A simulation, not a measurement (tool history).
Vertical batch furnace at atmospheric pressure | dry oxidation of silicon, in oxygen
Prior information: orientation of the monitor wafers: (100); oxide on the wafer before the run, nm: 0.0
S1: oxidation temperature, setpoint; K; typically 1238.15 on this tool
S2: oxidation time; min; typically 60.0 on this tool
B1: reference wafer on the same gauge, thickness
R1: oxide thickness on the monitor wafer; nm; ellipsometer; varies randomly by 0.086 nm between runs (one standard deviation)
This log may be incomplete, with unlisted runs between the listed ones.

{"run": 1, "day": 0.0, "S1": 1251.15, "S2": 67.0, "B1": 36.6, "R1": 45.57}
{"run": 2, "day": 0.408, "S1": 1251.15, "S2": 67.0, "B1": 36.59, "R1": 45.64}
{"run": 3, "day": 1.1, "S1": 1249.15, "S2": 38.5, "B1": 36.6, "R1": 31.55}
{"run": 4, "day": 1.712, "S1": 1249.15, "S2": 38.5, "B1": 36.59, "R1": 31.51}
{"run": 5, "day": 2.429, "S1": 1238.15, "S2": 49.5, "B1": 36.59, "R1": 33.81}
{"run": 6, "day": 4.167, "S1": 1238.15, "S2": 49.5, "B1": 36.61, "R1": 33.75}
{"run": 7, "day": 4.829, "S1": 1238.15, "S2": 49.5, "B1": 36.6, "R1": 33.71}
{"run": 8, "day": 5.517, "S1": 1220.15, "S2": 48.5, "B1": 36.6, "R1": 28.37}
{"run": 9, "day": 5.925, "S1": 1220.15, "S2": 48.5, "B1": 36.58, "R1": 28.52}
{"run": 10, "day": 6.504, "S1": 1220.15, "S2": 48.5, "B1": 36.59, "R1": 28.47}
{"run": 11, "day": 7.404, "S1": 1238.15, "S2": 60.0, "B1": 36.6, "R1": 38.29}
{"run": 12, "day": 8.133, "S1": 1238.15, "S2": 60.0, "B1": 36.59, "R1": 38.45}
{"run": 13, "day": 8.646, "S1": 1221.15, "S2": 60.0, "B1": 36.59, "R1": 33.18}
{"run": 14, "day": 8.908, "S1": 1221.15, "S2": 60.0, "B1": 36.6, "R1": 33.08}
{"day": 9.942, "done": "thermocouples replaced and temperature profile calibrated"}
{"run": 15, "day": 9.962, "S1": 1221.15, "S2": 60.0, "B1": 36.58, "R1": 31.24}
{"run": 16, "day": 10.125, "S1": 1261.15, "S2": 51.5, "B1": 36.61, "R1": 40.35}
{"run": 17, "day": 10.292, "S1": 1238.15, "S2": 46.0, "B1": 36.6, "R1": 31.15}
{"run": 18, "day": 10.729, "S1": 1238.15, "S2": 34.5, "B1": 36.62, "R1": 26.17}
{"run": 19, "day": 11.342, "S1": 1238.15, "S2": 60.0, "B1": 36.61, "R1": 37.03}
{"run": 20, "day": 11.854, "S1": 1231.15, "S2": 52.0, "B1": 36.59, "R1": 31.63}
{"run": 21, "day": 12.358, "S1": 1219.15, "S2": 60.0, "B1": 36.59, "R1": 30.62}
{"day": 13.838, "done": "boat lift adjusted"}
{"run": 22, "day": 13.858, "S1": 1256.15, "S2": 75.0, "B1": 36.6, "R1": 49.47}
{"day": 13.883, "done": "gauge calibrated"}
{"run": 23, "day": 14.025, "S1": 1263.15, "S2": 83.0, "B1": 36.61, "R1": 56.3}
{"run": 24, "day": 14.217, "S1": 1217.15, "S2": 77.5, "B1": 36.59, "R1": 35.75}
{"run": 25, "day": 14.667, "S1": 1216.15, "S2": 50.5, "B1": 36.58, "R1": 26.58}
{"run": 26, "day": 15.012, "S1": 1238.15, "S2": 60.0, "B1": 36.61, "R1": 37.11}
{"run": 27, "day": 15.75, "S1": 1214.15, "S2": 60.0, "B1": 36.61, "R1": 29.26}
{"run": 28, "day": 16.179, "S1": 1230.15, "S2": 51.0, "B1": 36.6, "R1": 31.09}
{"run": 29, "day": 16.792, "S1": 1252.15, "S2": 36.5, "B1": 36.6, "R1": 30.17}
{"run": 30, "day": 17.338, "S1": 1238.15, "S2": 60.0, "B1": 36.62, "R1": 37.08}
{"run": 31, "day": 17.958, "S1": 1214.15, "S2": 35.0, "B1": 36.59, "R1": 20.57}
{"run": 32, "day": 18.629, "S1": 1238.15, "S2": 60.0, "B1": 36.61, "R1": 36.96}
{"run": 33, "day": 19.342, "S1": 1238.15, "S2": 60.0, "B1": 36.61, "R1": 36.98}
{"run": 34, "day": 19.604, "S1": 1254.15, "S2": 35.0, "B1": 36.6, "R1": 30.04}
{"run": 35, "day": 20.142, "S1": 1214.15, "S2": 82.0, "B1": 36.61, "R1": 36.05}
{"run": 36, "day": 20.592, "S1": 1226.15, "S2": 31.5, "B1": 36.58, "R1": 22.07}
{"run": 37, "day": 21.1, "S1": 1224.15, "S2": 89.5, "B1": 36.61, "R1": 42.72}
{"run": 38, "day": 22.221, "S1": 1254.15, "S2": 38.5, "B1": 36.6, "R1": 31.74}

Table of differences, measured result less the result of that run with no hidden state. Run-to-run variation is the same in both. Gauge scatter possibly is not:
What the log doesn't record here: true tube temperature minus thermocouple reading, K; monitor wafer colder than the profiled boat position, K; gauge reads high (%).
run=1 R1=+1.76
run=2 R1=+1.77
run=3 R1=+1.20
run=4 R1=+1.21
run=5 R1=+1.24
run=6 R1=+1.26
run=7 R1=+1.26
run=8 R1=+1.55
run=9 R1=+1.57
run=10 R1=+1.57
run=11 R1=+1.48
run=12 R1=+1.49
run=13 R1=+1.82
run=14 R1=+1.82
run=15 R1=+0.04
run=16 R1=+0.06
run=17 R1=+0.04
run=18 R1=+0.04
run=19 R1=+0.06
run=20 R1=+0.07
run=21 R1=+0.09
run=22 R1=+0.15
run=23 R1=+0.20
run=24 R1=+0.14
run=25 R1=+0.12
run=26 R1=+0.12
run=27 R1=+0.15
run=28 R1=+0.15
run=29 R1=+0.13
run=30 R1=+0.16
run=31 R1=+0.14
run=32 R1=+0.17
run=33 R1=+0.19
run=34 R1=+0.17
run=35 R1=+0.27
run=36 R1=+0.18
run=37 R1=+0.33
run=38 R1=+0.22

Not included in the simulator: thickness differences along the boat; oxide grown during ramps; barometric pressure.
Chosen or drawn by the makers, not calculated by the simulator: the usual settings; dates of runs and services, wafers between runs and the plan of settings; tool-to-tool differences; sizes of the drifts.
